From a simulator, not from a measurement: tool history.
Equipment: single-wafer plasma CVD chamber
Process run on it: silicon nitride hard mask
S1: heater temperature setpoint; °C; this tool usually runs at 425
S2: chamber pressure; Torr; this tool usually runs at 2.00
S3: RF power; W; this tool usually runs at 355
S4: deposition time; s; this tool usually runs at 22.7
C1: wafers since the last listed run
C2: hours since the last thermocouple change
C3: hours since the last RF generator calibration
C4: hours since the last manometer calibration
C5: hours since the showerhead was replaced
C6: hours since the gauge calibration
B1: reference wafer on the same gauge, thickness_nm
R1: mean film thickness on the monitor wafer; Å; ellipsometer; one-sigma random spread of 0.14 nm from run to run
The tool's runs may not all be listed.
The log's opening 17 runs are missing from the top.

-- hour=404.7 RF generator calibrated
run 18 hour=405.2 | S1=425 S2=2.00 S3=305 S4=22.7 | C1=284 C2=123.7 C3=0.5 C4=160.2 C5=175.0 C6=304.6 | B1=28.050 | R1=275.07
run 19 hour=449.2 | S1=413 S2=2.00 S3=355 S4=25.9 | C1=673 C2=167.7 C3=44.5 C4=204.2 C5=219.0 C6=348.6 | B1=28.014 | R1=341.33
run 20 hour=482.3 | S1=425 S2=2.00 S3=335 S4=26.7 | C1=506 C2=200.8 C3=77.6 C4=237.3 C5=252.1 C6=381.7 | B1=28.018 | R1=338.33
-- hour=488.2 gauge calibrated
run 21 hour=502.9 | S1=425 S2=2.00 S3=355 S4=22.7 | C1=315 C2=221.4 C3=98.2 C4=257.9 C5=272.7 C6=14.7 | B1=28.008 | R1=298.28
run 22 hour=526.8 | S1=411 S2=2.00 S3=355 S4=22.7 | C1=365 C2=245.3 C3=122.1 C4=281.8 C5=296.6 C6=38.6 | B1=28.005 | R1=299.31
run 23 hour=561.5 | S1=425 S2=1.62 S3=355 S4=24.4 | C1=531 C2=280.0 C3=156.8 C4=316.5 C5=331.3 C6=73.3 | B1=28.011 | R1=298.53
run 24 hour=587.1 | S1=425 S2=2.00 S3=355 S4=22.7 | C1=391 C2=305.6 C3=182.4 C4=342.1 C5=356.9 C6=98.9 | B1=28.018 | R1=295.71
run 25 hour=611.8 | S1=425 S2=2.00 S3=355 S4=22.7 | C1=378 C2=330.3 C3=207.1 C4=366.8 C5=381.6 C6=123.6 | B1=27.964 | R1=294.06
run 26 hour=636.8 | S1=432 S2=2.33 S3=385 S4=22.7 | C1=382 C2=355.3 C3=232.1 C4=391.8 C5=406.6 C6=148.6 | B1=28.059 | R1=321.11
run 27 hour=669.8 | S1=414 S2=2.00 S3=290 S4=22.7 | C1=505 C2=388.3 C3=265.1 C4=424.8 C5=439.6 C6=181.6 | B1=28.011 | R1=274.21
run 28 hour=699.1 | S1=425 S2=2.00 S3=285 S4=22.7 | C1=448 C2=417.6 C3=294.4 C4=454.1 C5=468.9 C6=210.9 | B1=27.958 | R1=268.14
run 29 hour=722.1 | S1=432 S2=1.76 S3=390 S4=21.0 | C1=352 C2=440.6 C3=317.4 C4=477.1 C5=491.9 C6=233.9 | B1=28.016 | R1=276.60
run 30 hour=746.0 | S1=437 S2=1.81 S3=355 S4=22.7 | C1=365 C2=464.5 C3=341.3 C4=501.0 C5=515.8 C6=257.8 | B1=27.970 | R1=287.68

Alternative continuations, all from the tool just after run 30; predict every row:
run A hour=746.4 | S1=425 S2=2.00 S3=425 S4=22.7 | C1=6 C2=464.9 C3=341.7 C4=501.4 C5=516.2 C6=258.2 | B1=? | R1=?
run B hour=746.4 | S1=419 S2=1.56 S3=355 S4=19.6 | C1=6 C2=464.9 C3=341.7 C4=501.4 C5=516.2 C6=258.2 | B1=? | R1=?
run C hour=746.4 | S1=436 S2=1.76 S3=325 S4=26.3 | C1=6 C2=464.9 C3=341.7 C4=501.4 C5=516.2 C6=258.2 | B1=? | R1=?

run=A B1=28.030 R1=322.23
run=B B1=28.030 R1=238.69
run=C B1=28.030 R1=316.10
What these runs would have given with no unlogged condition in the tool:
run=A R1=324.98
run=B R1=240.89
run=C R1=319.06
